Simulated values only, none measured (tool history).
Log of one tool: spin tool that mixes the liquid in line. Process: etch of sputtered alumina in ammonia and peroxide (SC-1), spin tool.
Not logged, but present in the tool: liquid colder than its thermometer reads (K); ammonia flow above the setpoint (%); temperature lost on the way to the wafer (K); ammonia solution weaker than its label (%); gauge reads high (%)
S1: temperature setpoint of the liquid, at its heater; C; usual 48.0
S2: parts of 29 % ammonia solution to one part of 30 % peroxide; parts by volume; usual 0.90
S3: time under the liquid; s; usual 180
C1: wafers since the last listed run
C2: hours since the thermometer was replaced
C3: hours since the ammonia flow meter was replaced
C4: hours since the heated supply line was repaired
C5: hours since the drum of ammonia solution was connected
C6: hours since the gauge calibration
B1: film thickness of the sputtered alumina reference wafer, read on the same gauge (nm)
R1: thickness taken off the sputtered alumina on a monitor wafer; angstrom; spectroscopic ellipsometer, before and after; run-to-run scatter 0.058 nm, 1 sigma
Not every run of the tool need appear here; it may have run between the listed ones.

| run | hour | S1 | S2 | S3 | C1 | C2 | C3 | C4 | C5 | C6 | B1 | R1 |
|---|---|---|---|---|---|---|---|---|---|---|---|---|
| 1 | 0.0 | 48.0 | 0.90 | 180 | 0 | 787.7 | 1648.5 | 2953.3 | 87.4 | 349.1 | 99.99 | 64.2 |
| 2 | 12.0 | 48.0 | 0.90 | 180 | 81 | 799.7 | 1660.5 | 2965.3 | 99.4 | 361.1 | 99.99 | 64.0 |
| 3 | 23.3 | 48.0 | 0.90 | 180 | 76 | 811.0 | 1671.8 | 2976.6 | 110.7 | 372.4 | 100.00 | 63.8 |
| 4 | 63.1 | 48.0 | 0.90 | 180 | 269 | 850.8 | 1711.6 | 3016.4 | 150.5 | 412.2 | 100.01 | 64.3 |
| 5 | 79.9 | 48.0 | 0.90 | 180 | 113 | 867.6 | 1728.4 | 3033.2 | 167.3 | 429.0 | 100.00 | 64.2 |
| 6 | 89.0 | 48.0 | 0.90 | 180 | 61 | 876.7 | 1737.5 | 3042.3 | 176.4 | 438.1 | 100.01 | 63.7 |
| 7 | 100.1 | 48.0 | 0.55 | 180 | 75 | 887.8 | 1748.6 | 3053.4 | 187.5 | 449.2 | 100.00 | 60.7 |
|  | 127.1 | gauge calibrated |
|  | 140.1 | thermometer replaced |
| 8 | 143.2 | 48.0 | 0.90 | 180 | 284 | 3.1 | 1791.7 | 3096.5 | 230.6 | 16.1 | 99.99 | 63.2 |
| 9 | 159.1 | 55.0 | 0.90 | 180 | 107 | 19.0 | 1807.6 | 3112.4 | 246.5 | 32.0 | 100.01 | 94.3 |
|  | 167.3 | new drum of ammonia solution connected |
| 10 | 171.8 | 48.0 | 0.90 | 180 | 79 | 31.7 | 1820.3 | 3125.1 | 4.5 | 44.7 | 99.98 | 62.8 |
|  | 177.3 | ammonia flow meter replaced |
| 11 | 179.7 | 54.5 | 0.90 | 180 | 46 | 39.6 | 2.4 | 3133.0 | 12.4 | 52.6 | 100.02 | 91.9 |
| 12 | 195.7 | 48.0 | 0.90 | 180 | 108 | 55.6 | 18.4 | 3149.0 | 28.4 | 68.6 | 100.00 | 64.0 |
|  | 206.0 | heated supply line repaired |
| 13 | 211.1 | 44.0 | 0.60 | 180 | 97 | 71.0 | 33.8 | 5.1 | 43.8 | 84.0 | 99.99 | 60.7 |
| 14 | 227.5 | 48.0 | 1.20 | 215 | 111 | 87.4 | 50.2 | 21.5 | 60.2 | 100.4 | 100.00 | 97.4 |
| 15 | 241.7 | 48.0 | 0.90 | 180 | 96 | 101.6 | 64.4 | 35.7 | 74.4 | 114.6 | 100.00 | 79.2 |
| 16 | 255.8 | 48.0 | 1.05 | 105 | 95 | 115.7 | 78.5 | 49.8 | 88.5 | 128.7 | 99.99 | 46.8 |
| 17 | 265.7 | 51.5 | 0.90 | 180 | 67 | 125.6 | 88.4 | 59.7 | 98.4 | 138.6 | 100.00 | 95.5 |
| 18 | 275.3 | 44.5 | 0.60 | 215 | 64 | 135.2 | 98.0 | 69.3 | 108.0 | 148.2 | 100.00 | 74.1 |
| 19 | 281.4 | 48.0 | 0.90 | 180 | 41 | 141.3 | 104.1 | 75.4 | 114.1 | 154.3 | 100.01 | 79.3 |
| 20 | 297.1 | 51.0 | 1.20 | 150 | 106 | 157.0 | 119.8 | 91.1 | 129.8 | 170.0 | 100.01 | 81.1 |
| 21 | 309.8 | 43.0 | 0.45 | 75 | 85 | 169.7 | 132.5 | 103.8 | 142.5 | 182.7 | 100.01 | 23.2 |
| 22 | 325.5 | 45.0 | 0.70 | 100 | 106 | 185.4 | 148.2 | 119.5 | 158.2 | 198.4 | 99.99 | 36.3 |
| 23 | 343.3 | 48.0 | 0.90 | 180 | 120 | 203.2 | 166.0 | 137.3 | 176.0 | 216.2 | 100.00 | 77.6 |
| 24 | 350.1 | 48.0 | 0.55 | 180 | 46 | 210.0 | 172.8 | 144.1 | 182.8 | 223.0 | 99.99 | 74.9 |

For each run, the measured value with the value that run would have given without the tool's hidden condition subtracted. The run-to-run variation is shared by both, the gauge scatter possibly not:
| run | R1 |
|---|---|
| 1 | -16.0 |
| 2 | -16.1 |
| 3 | -16.2 |
| 4 | -16.5 |
| 5 | -16.6 |
| 6 | -16.5 |
| 7 | -15.8 |
| 8 | -16.6 |
| 9 | -23.7 |
| 10 | -16.7 |
| 11 | -23.4 |
| 12 | -17.1 |
| 13 | -0.7 |
| 14 | -1.3 |
| 15 | -1.1 |
| 16 | -0.7 |
| 17 | -1.5 |
| 18 | -1.3 |
| 19 | -1.3 |
| 20 | -1.5 |
| 21 | -0.5 |
| 22 | -0.7 |
| 23 | -1.7 |
| 24 | -1.6 |

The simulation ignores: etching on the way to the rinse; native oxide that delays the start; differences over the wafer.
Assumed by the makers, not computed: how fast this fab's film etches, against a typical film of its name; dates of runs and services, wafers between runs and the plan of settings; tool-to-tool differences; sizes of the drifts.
